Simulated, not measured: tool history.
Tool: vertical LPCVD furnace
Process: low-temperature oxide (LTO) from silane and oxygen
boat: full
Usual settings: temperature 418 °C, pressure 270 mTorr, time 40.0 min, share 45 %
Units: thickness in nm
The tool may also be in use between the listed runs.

run,hour,temperature,pressure,time,share,wafers since the last listed run,hours since the last temperature calibration,hours since the pressure gauge was zeroed,hours since the silane flow controller was replaced,hours since the gauge calibration,"read-back reference wafer on the same gauge, thickness",thickness
1,0.0,418,270,40.0,45,0,4476.5,5060.7,6074.4,285.9,746.10,658.56
2,13.0,418,220,40.0,45,120,4489.5,5073.7,6087.4,298.9,746.46,532.99
3,44.9,418,270,40.0,45,295,4521.4,5105.6,6119.3,330.8,745.52,661.32
4,78.2,418,270,40.0,45,308,4554.7,5138.9,6152.6,364.1,745.62,659.38
5,113.5,418,270,40.0,45,327,4590.0,5174.2,6187.9,399.4,746.00,658.34
6,147.3,418,270,40.0,45,313,4623.8,5208.0,6221.7,433.2,746.22,657.17
# hour 201.8: pressure gauge zeroed
7,202.3,418,270,40.0,45,287,4678.8,0.5,6276.7,488.2,746.10,641.91
8,206.5,418,270,40.0,45,38,4683.0,4.7,6280.9,492.4,746.15,641.40
9,227.4,418,270,40.0,45,193,4703.9,25.6,6301.8,513.3,745.98,640.02
10,247.6,418,270,40.0,45,187,4724.1,45.8,6322.0,533.5,746.01,640.19
11,259.9,418,270,40.0,45,114,4736.4,58.1,6334.3,545.8,746.03,640.75
# hour 301.6: pressure gauge zeroed, repeated, since the last time left the tool worse
# hour 324.6: silane flow controller replaced
12,325.1,410,230,35.0,40,169,4801.6,23.5,0.5,611.0,745.99,417.75
13,329.2,428,270,40.0,45,38,4805.7,27.6,4.6,615.1,746.14,761.09
14,333.4,418,270,40.0,45,38,4809.9,31.8,8.8,619.3,745.91,689.77
# hour 345.5: gauge calibrated
15,350.0,418,270,40.0,48,153,4826.5,48.4,25.4,4.5,745.65,730.82
# hour 381.2: thermocouples replaced and temperature profile calibrated
16,381.7,428,230,27.5,40,71,0.5,80.1,57.1,36.2,746.01,395.30
17,403.4,418,270,40.0,45,201,22.2,101.8,78.8,57.9,745.82,688.73
18,422.3,409,270,40.0,41,175,41.1,120.7,97.7,76.8,746.06,570.59
19,443.3,418,220,40.0,45,194,62.1,141.7,118.7,97.8,745.94,561.39
20,476.8,418,270,40.0,45,310,95.6,175.2,152.2,131.3,745.94,686.84
21,510.0,411,270,40.0,50,307,128.8,208.4,185.4,164.5,745.92,704.61
22,535.8,422,270,40.0,50,239,154.6,234.2,211.2,190.3,746.16,782.73

Hidden state at the last listed run before each entry between runs and at the first one after, where it differs:
Between runs 6 and 7: pressure gauge zeroed (hour 201.8)
  true pressure minus gauge reading, mTorr: -11 -> -17.5
  measured less the result without the state, thickness: -27.92 -> -44.62 nm
Between runs 11 and 12: pressure gauge zeroed, repeated, since the last time left the tool worse (hour 301.6); silane flow controller replaced (hour 324.6)
  true pressure minus gauge reading, mTorr: -17.5 -> 0.994
  measured less the result without the state, thickness: -44.53 -> +1.80 nm
Between runs 14 and 15: gauge calibrated (hour 345.5)
  no hidden state differs between the two runs
  measured less the result without the state, thickness: +2.53 -> +2.68 nm
Between runs 15 and 16: thermocouples replaced and temperature profile calibrated (hour 381.2)
  true pressure minus gauge reading, mTorr: 0.994 -> 0.992
  measured less the result without the state, thickness: +2.68 -> +1.69 nm
